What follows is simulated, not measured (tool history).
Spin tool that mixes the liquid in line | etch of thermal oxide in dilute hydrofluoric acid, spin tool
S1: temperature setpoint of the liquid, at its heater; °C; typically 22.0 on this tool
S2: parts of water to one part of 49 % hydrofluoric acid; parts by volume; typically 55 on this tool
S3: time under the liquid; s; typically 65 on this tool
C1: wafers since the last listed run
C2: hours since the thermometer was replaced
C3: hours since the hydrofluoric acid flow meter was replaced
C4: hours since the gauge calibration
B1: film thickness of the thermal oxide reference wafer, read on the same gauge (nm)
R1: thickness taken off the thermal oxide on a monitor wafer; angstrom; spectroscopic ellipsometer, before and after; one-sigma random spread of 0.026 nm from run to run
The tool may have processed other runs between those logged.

{"run": 1, "day": 0.0, "S1": 22.0, "S2": 55, "S3": 55, "C1": 0, "C2": 1415.6, "C3": 2082.2, "C4": 212.5, "B1": 60.0, "R1": 41.4}
{"run": 2, "day": 0.267, "S1": 22.0, "S2": 55, "S3": 55, "C1": 108, "C2": 1422.0, "C3": 2088.6, "C4": 218.9, "B1": 59.99, "R1": 41.6}
{"run": 3, "day": 0.654, "S1": 22.0, "S2": 55, "S3": 55, "C1": 157, "C2": 1431.3, "C3": 2097.9, "C4": 228.2, "B1": 60.0, "R1": 41.3}
{"run": 4, "day": 1.083, "S1": 23.0, "S2": 40, "S3": 65, "C1": 173, "C2": 1441.6, "C3": 2108.2, "C4": 238.5, "B1": 60.0, "R1": 71.9}
{"run": 5, "day": 1.438, "S1": 22.0, "S2": 60, "S3": 65, "C1": 143, "C2": 1450.1, "C3": 2116.7, "C4": 247.0, "B1": 60.0, "R1": 44.7}
{"day": 1.558, "done": "gauge calibrated"}
{"run": 6, "day": 2.083, "S1": 22.0, "S2": 60, "S3": 65, "C1": 261, "C2": 1465.6, "C3": 2132.2, "C4": 12.6, "B1": 60.03, "R1": 44.7}
{"run": 7, "day": 2.379, "S1": 18.5, "S2": 55, "S3": 40, "C1": 119, "C2": 1472.7, "C3": 2139.3, "C4": 19.7, "B1": 60.02, "R1": 25.6}
{"run": 8, "day": 2.992, "S1": 18.5, "S2": 55, "S3": 40, "C1": 248, "C2": 1487.4, "C3": 2154.0, "C4": 34.4, "B1": 60.0, "R1": 26.2}
{"run": 9, "day": 5.146, "S1": 22.0, "S2": 55, "S3": 65, "C1": 872, "C2": 1539.1, "C3": 2205.7, "C4": 86.1, "B1": 60.0, "R1": 48.8}
{"day": 5.592, "done": "hydrofluoric acid flow meter replaced"}
{"run": 10, "day": 5.867, "S1": 19.5, "S2": 65, "S3": 65, "C1": 275, "C2": 1556.4, "C3": 6.6, "C4": 103.4, "B1": 60.01, "R1": 36.4}
{"run": 11, "day": 6.267, "S1": 25.5, "S2": 55, "S3": 65, "C1": 162, "C2": 1566.0, "C3": 16.2, "C4": 113.0, "B1": 60.0, "R1": 55.8}
{"run": 12, "day": 6.867, "S1": 22.0, "S2": 55, "S3": 65, "C1": 243, "C2": 1580.4, "C3": 30.6, "C4": 127.4, "B1": 60.0, "R1": 48.8}
{"run": 13, "day": 7.317, "S1": 22.0, "S2": 55, "S3": 65, "C1": 182, "C2": 1591.2, "C3": 41.4, "C4": 138.2, "B1": 60.0, "R1": 48.8}
{"run": 14, "day": 7.633, "S1": 24.5, "S2": 55, "S3": 95, "C1": 128, "C2": 1598.8, "C3": 49.0, "C4": 145.8, "B1": 60.01, "R1": 79.3}
{"day": 7.683, "done": "thermometer replaced"}
{"run": 15, "day": 7.904, "S1": 24.0, "S2": 40, "S3": 65, "C1": 92, "C2": 5.3, "C3": 55.5, "C4": 152.3, "B1": 60.01, "R1": 81.0}
{"run": 16, "day": 8.225, "S1": 20.0, "S2": 30, "S3": 65, "C1": 130, "C2": 13.0, "C3": 63.2, "C4": 160.0, "B1": 60.0, "R1": 92.6}
{"run": 17, "day": 8.846, "S1": 22.0, "S2": 40, "S3": 65, "C1": 251, "C2": 27.9, "C3": 78.1, "C4": 174.9, "B1": 60.0, "R1": 74.1}
{"run": 18, "day": 9.546, "S1": 19.5, "S2": 55, "S3": 65, "C1": 283, "C2": 44.7, "C3": 94.9, "C4": 191.7, "B1": 59.99, "R1": 47.4}
{"run": 19, "day": 10.162, "S1": 26.5, "S2": 55, "S3": 75, "C1": 249, "C2": 59.5, "C3": 109.7, "C4": 206.5, "B1": 60.0, "R1": 72.8}
{"run": 20, "day": 10.425, "S1": 26.0, "S2": 55, "S3": 65, "C1": 106, "C2": 65.8, "C3": 116.0, "C4": 212.8, "B1": 60.01, "R1": 62.3}
{"run": 21, "day": 10.883, "S1": 26.0, "S2": 35, "S3": 65, "C1": 185, "C2": 76.8, "C3": 127.0, "C4": 223.8, "B1": 60.0, "R1": 100.8}
{"run": 22, "day": 11.35, "S1": 26.5, "S2": 35, "S3": 65, "C1": 189, "C2": 88.0, "C3": 138.2, "C4": 235.0, "B1": 60.01, "R1": 102.8}
{"run": 23, "day": 11.938, "S1": 22.0, "S2": 55, "S3": 65, "C1": 238, "C2": 102.1, "C3": 152.3, "C4": 249.1, "B1": 60.01, "R1": 52.5}
{"day": 12.271, "done": "gauge calibrated"}
{"run": 24, "day": 14.108, "S1": 22.0, "S2": 55, "S3": 65, "C1": 879, "C2": 154.2, "C3": 204.4, "C4": 44.1, "B1": 60.01, "R1": 52.9}
{"run": 25, "day": 14.412, "S1": 19.5, "S2": 70, "S3": 35, "C1": 123, "C2": 161.5, "C3": 211.7, "C4": 51.4, "B1": 60.0, "R1": 19.5}
{"run": 26, "day": 14.979, "S1": 22.0, "S2": 55, "S3": 100, "C1": 229, "C2": 175.1, "C3": 225.3, "C4": 65.0, "B1": 60.03, "R1": 81.0}
{"run": 27, "day": 15.638, "S1": 22.0, "S2": 55, "S3": 65, "C1": 266, "C2": 190.9, "C3": 241.1, "C4": 80.8, "B1": 60.01, "R1": 52.6}

What was the tool's hidden state at every run in the log?
hydrofluoric acid flow below the setpoint (%): 0 at every run
gauge reads high (%): 0 at every run
H1: liquid colder than its thermometer reads (K)
run=1 H1=2.01
run=2 H1=2.02
run=3 H1=2.03
run=4 H1=2.04
run=5 H1=2.05
run=6 H1=2.08
run=7 H1=2.09
run=8 H1=2.11
run=9 H1=2.18
run=10 H1=2.2
run=11 H1=2.21
run=12 H1=2.23
run=13 H1=2.25
run=14 H1=2.26
run=15 H1=0.093
run=16 H1=0.104
run=17 H1=0.124
run=18 H1=0.148
run=19 H1=0.168
run=20 H1=0.177
run=21 H1=0.192
run=22 H1=0.208
run=23 H1=0.227
run=24 H1=0.299
run=25 H1=0.309
run=26 H1=0.328
run=27 H1=0.35
